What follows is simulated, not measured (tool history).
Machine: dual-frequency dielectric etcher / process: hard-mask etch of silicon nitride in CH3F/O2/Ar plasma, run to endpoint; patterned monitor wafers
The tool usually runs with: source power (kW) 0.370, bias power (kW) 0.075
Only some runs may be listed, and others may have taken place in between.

run,hour,source power (kW),bias power (kW),"incoming incoming film thickness, nm",endpoint time (s)
1,0.0,0.370,0.075,42.78,64.8
# hour 28.1: wet clean of the chamber
2,64.6,0.370,0.075,42.90,63.9
3,125.7,0.370,0.075,42.61,63.8
4,164.5,0.370,0.075,42.97,63.7
5,189.5,0.370,0.075,43.07,64.6
6,319.9,0.370,0.075,42.79,64.0
# hour 338.5: bias power generator calibrated
# hour 363.1: source power generator calibrated
7,382.0,0.370,0.075,42.81,65.3
# hour 446.2: wet clean of the chamber
8,446.7,0.410,0.088,42.57,58.2
# hour 495.0: upper electrode replaced, of another model than before
9,495.5,0.340,0.065,43.15,71.2
10,542.7,0.400,0.091,43.04,57.6
11,598.3,0.370,0.075,42.97,64.7
12,662.3,0.370,0.075,42.87,65.1
13,694.5,0.450,0.075,43.19,60.6
14,723.4,0.450,0.069,42.56,61.3

Forecast each of these 3 alternatives for the next run:
A,723.8,0.430,0.075,43.22,?
B,723.8,0.450,0.091,43.22,?
C,723.8,0.370,0.093,43.22,?

run,endpoint time (s)
A,61.8
B,55.6
C,59.6
Take away the tool's hidden state, keep each run's random variation, and the runs would have read:
run,endpoint time (s)
A,60.5
B,54.5
C,58.4
